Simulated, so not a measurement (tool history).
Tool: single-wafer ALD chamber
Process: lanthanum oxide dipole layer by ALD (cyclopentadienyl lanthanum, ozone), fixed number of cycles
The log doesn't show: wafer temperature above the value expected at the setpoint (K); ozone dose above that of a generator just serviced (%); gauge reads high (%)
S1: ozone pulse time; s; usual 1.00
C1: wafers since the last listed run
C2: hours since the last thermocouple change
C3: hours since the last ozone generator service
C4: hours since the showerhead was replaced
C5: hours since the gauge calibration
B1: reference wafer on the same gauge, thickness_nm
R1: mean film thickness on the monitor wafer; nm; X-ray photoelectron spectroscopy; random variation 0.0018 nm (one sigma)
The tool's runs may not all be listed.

| run | day | S1 | C1 | C2 | C3 | C4 | C5 | B1 | R1 |
|---|---|---|---|---|---|---|---|---|---|
| 1 | 0.000 | 1.00 | 0 | 2660.3 | 131.5 | 4124.5 | 795.5 | 0.633 | 0.519 |
| 2 | 1.879 | 0.70 | 795 | 2705.4 | 176.6 | 4169.6 | 840.6 | 0.633 | 0.473 |
| 3 | 5.929 | 0.70 | 1715 | 2802.6 | 273.8 | 4266.8 | 937.8 | 0.633 | 0.468 |
| 4 | 9.288 | 0.68 | 1422 | 2883.2 | 354.4 | 4347.4 | 1018.4 | 0.633 | 0.462 |
| 5 | 13.283 | 0.68 | 1692 | 2979.1 | 450.3 | 4443.3 | 1114.3 | 0.633 | 0.459 |
| 6 | 17.142 | 1.12 | 1634 | 3071.7 | 542.9 | 4535.9 | 1206.9 | 0.633 | 0.532 |
| 7 | 20.571 | 1.12 | 1452 | 3154.0 | 625.2 | 4618.2 | 1289.2 | 0.633 | 0.528 |
| 8 | 22.800 | 1.12 | 944 | 3207.5 | 678.7 | 4671.7 | 1342.7 | 0.633 | 0.533 |
| 9 | 25.533 | 1.22 | 1157 | 3273.1 | 744.3 | 4737.3 | 1408.3 | 0.633 | 0.544 |
|  | 28.296 | thermocouple changed; heater temperature recalibrated |
| 10 | 29.546 | 1.18 | 1558 | 30.0 | 840.6 | 4833.6 | 1504.6 | 0.633 | 0.538 |
| 11 | 32.379 | 0.72 | 1199 | 98.0 | 908.6 | 4901.6 | 1572.6 | 0.633 | 0.466 |
| 12 | 36.375 | 0.72 | 1692 | 193.9 | 1004.5 | 4997.5 | 1668.5 | 0.633 | 0.463 |
| 13 | 39.346 | 1.25 | 1258 | 265.2 | 1075.8 | 5068.8 | 1739.8 | 0.633 | 0.548 |
| 14 | 43.179 | 1.00 | 1623 | 357.2 | 1167.8 | 5160.8 | 1831.8 | 0.633 | 0.512 |
| 15 | 45.571 | 0.73 | 1012 | 414.6 | 1225.2 | 5218.2 | 1889.2 | 0.633 | 0.463 |
|  | 49.925 | showerhead replaced, of another model than before |
| 16 | 49.946 | 0.78 | 1711 | 519.6 | 1330.2 | 0.5 | 1994.2 | 0.633 | 0.449 |
| 17 | 51.683 | 1.00 | 735 | 561.3 | 1371.9 | 42.2 | 2035.9 | 0.633 | 0.505 |
| 18 | 53.225 | 1.33 | 652 | 598.3 | 1408.9 | 79.2 | 2072.9 | 0.633 | 0.557 |
| 19 | 56.775 | 0.77 | 1503 | 683.5 | 1494.1 | 164.4 | 2158.1 | 0.633 | 0.444 |
|  | 59.071 | gauge calibrated |
| 20 | 60.900 | 1.00 | 1747 | 782.5 | 1593.1 | 263.4 | 43.9 | 0.633 | 0.502 |
|  | 61.562 | ozone generator serviced |
| 21 | 63.454 | 1.00 | 940 | 843.8 | 45.4 | 324.7 | 105.2 | 0.633 | 0.526 |
| 22 | 65.733 | 1.00 | 965 | 898.5 | 100.1 | 379.4 | 159.9 | 0.634 | 0.524 |
| 23 | 67.467 | 0.65 | 734 | 940.1 | 141.7 | 421.0 | 201.5 | 0.633 | 0.421 |
| 24 | 71.438 | 1.38 | 1681 | 1035.4 | 237.0 | 516.3 | 296.8 | 0.633 | 0.571 |
| 25 | 74.596 | 0.74 | 1337 | 1111.2 | 312.8 | 592.1 | 372.6 | 0.633 | 0.452 |
| 26 | 78.829 | 0.68 | 1792 | 1212.8 | 414.4 | 693.7 | 474.2 | 0.633 | 0.422 |
| 27 | 81.750 | 1.40 | 1237 | 1282.9 | 484.5 | 763.8 | 544.3 | 0.634 | 0.567 |
| 28 | 85.425 | 1.35 | 1556 | 1371.1 | 572.7 | 852.0 | 632.5 | 0.633 | 0.561 |

How the hidden state differs across the entries between the runs, from the last listed run before each to the first after it:
Between runs 9 and 10: thermocouple changed; heater temperature recalibrated (day 28.296)
  ozone dose above that of a generator just serviced (%): -8.96 -> -9.37
  measured less the result without the state, R1: -0.011 -> -0.012 nm
Between runs 15 and 16: showerhead replaced, of another model than before (day 49.925)
  ozone dose above that of a generator just serviced (%): -10.4 -> -10.6
  measured less the result without the state, R1: -0.018 -> -0.027 nm
Between runs 19 and 20: gauge calibrated (day 59.071)
  ozone dose above that of a generator just serviced (%): -10.8 -> -10.9
  measured less the result without the state, R1: -0.028 -> -0.024 nm
Between runs 20 and 21: ozone generator serviced (day 61.562)
  ozone dose above that of a generator just serviced (%): -10.9 -> -1.75
  measured less the result without the state, R1: -0.024 -> -0.003 nm
